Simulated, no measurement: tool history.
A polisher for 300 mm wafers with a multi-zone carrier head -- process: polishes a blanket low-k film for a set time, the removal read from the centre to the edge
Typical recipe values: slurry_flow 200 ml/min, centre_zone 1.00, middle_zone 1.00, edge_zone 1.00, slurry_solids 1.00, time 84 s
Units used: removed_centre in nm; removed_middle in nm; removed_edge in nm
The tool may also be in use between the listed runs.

| run | hour | slurry_flow | centre_zone | middle_zone | edge_zone | slurry_solids | time | wafers since the last listed run | wafers polished on this pad | hours since the slurry nozzle was cleaned | hours since the centre zone pressure was calibrated | hours since the edge zone pressure was calibrated | hours since the carrier head's membrane was replaced | incoming thickness of the incoming film, nm | removed_centre | removed_middle | removed_edge |
|---|---|---|---|---|---|---|---|---|---|---|---|---|---|---|---|---|---|
| 1 | 0.0 | 175 | 1.00 | 1.05 | 1.00 | 1.00 | 84 | 0 | 594 | 485.7 | 876.5 | 1244.3 | 404.0 | 312.3 | 40.4 | 48.4 | 46.0 |
|  | 54.2 | worn pad replaced by a new one |
| 2 | 73.8 | 175 | 1.00 | 1.05 | 1.00 | 1.00 | 84 | 732 | 206 | 559.5 | 950.3 | 1318.1 | 477.8 | 309.5 | 39.4 | 49.6 | 46.7 |
| 3 | 93.4 | 175 | 1.00 | 1.05 | 1.00 | 1.00 | 84 | 205 | 411 | 579.1 | 969.9 | 1337.7 | 497.4 | 312.8 | 39.7 | 48.7 | 46.4 |
|  | 158.1 | worn pad replaced by a new one |
| 4 | 160.1 | 155 | 1.00 | 1.00 | 1.00 | 1.00 | 84 | 658 | 21 | 645.8 | 1036.6 | 1404.4 | 564.1 | 307.6 | 38.2 | 46.3 | 45.8 |
| 5 | 181.2 | 155 | 1.00 | 1.00 | 1.00 | 1.00 | 84 | 221 | 242 | 666.9 | 1057.7 | 1425.5 | 585.2 | 306.1 | 38.6 | 46.2 | 44.9 |
| 6 | 194.4 | 155 | 1.00 | 1.00 | 1.00 | 1.00 | 84 | 138 | 381 | 680.1 | 1070.9 | 1438.7 | 598.4 | 308.4 | 38.3 | 45.5 | 45.9 |
|  | 252.3 | worn pad replaced by a new one |
|  | 256.4 | centre zone pressure recalibrated |
|  | 289.4 | slurry nozzle cleaned |
| 7 | 297.3 | 200 | 1.00 | 1.00 | 1.00 | 1.00 | 84 | 1007 | 440 | 7.9 | 40.9 | 1541.6 | 701.3 | 309.0 | 44.9 | 48.3 | 48.6 |
| 8 | 323.0 | 200 | 1.00 | 1.00 | 1.00 | 1.00 | 84 | 269 | 710 | 33.6 | 66.6 | 1567.3 | 727.0 | 308.9 | 45.6 | 48.3 | 47.2 |
|  | 345.8 | edge zone pressure recalibrated |
|  | 351.5 | worn pad replaced by a new one |
| 9 | 352.0 | 200 | 0.91 | 1.00 | 1.00 | 1.00 | 84 | 241 | 5 | 62.6 | 95.6 | 6.2 | 756.0 | 307.1 | 40.9 | 49.3 | 47.8 |
| 10 | 376.9 | 200 | 1.00 | 1.00 | 0.91 | 1.00 | 84 | 261 | 266 | 87.5 | 120.5 | 31.1 | 780.9 | 313.4 | 44.6 | 49.2 | 44.7 |
| 11 | 408.2 | 200 | 1.00 | 1.00 | 1.06 | 0.75 | 84 | 328 | 595 | 118.8 | 151.8 | 62.4 | 812.2 | 312.2 | 40.2 | 43.0 | 44.7 |
|  | 418.0 | carrier head's membrane replaced by a new one |
| 12 | 437.8 | 200 | 1.00 | 1.00 | 0.93 | 1.00 | 84 | 258 | 853 | 148.4 | 181.4 | 92.0 | 19.8 | 306.5 | 44.7 | 48.9 | 46.0 |
|  | 447.3 | worn pad replaced by a new one |
| 13 | 454.8 | 200 | 1.00 | 1.00 | 1.00 | 1.00 | 84 | 136 | 78 | 165.4 | 198.4 | 109.0 | 36.8 | 307.3 | 44.1 | 48.1 | 46.8 |
| 14 | 470.9 | 200 | 1.00 | 1.00 | 1.00 | 1.00 | 84 | 169 | 247 | 181.5 | 214.5 | 125.1 | 52.9 | 314.2 | 44.4 | 49.0 | 47.3 |
| 15 | 505.7 | 130 | 1.12 | 1.00 | 1.00 | 1.00 | 84 | 365 | 613 | 216.3 | 249.3 | 159.9 | 87.7 | 312.9 | 44.8 | 44.2 | 44.7 |
| 16 | 531.1 | 200 | 1.00 | 1.00 | 0.90 | 0.85 | 84 | 266 | 879 | 241.7 | 274.7 | 185.3 | 113.1 | 304.0 | 41.7 | 45.4 | 43.0 |

Predict the results of run 17:
|  | 553.6 | worn pad replaced by a new one |
| 17 | 554.1 | 200 | 1.00 | 1.00 | 1.05 | 1.00 | 101 | 199 | 4 | 264.7 | 297.7 | 208.3 | 136.1 | 312.0 | ? | ? | ? |

Run 17 yielded removed_centre 54.0 nm, removed_middle 58.0 nm, removed_edge 58.7 nm.
With the hidden condition absent and the run-to-run variation left alone, this run would have shown removed_centre 57.4 nm, removed_middle 58.0 nm, removed_edge 58.7 nm.
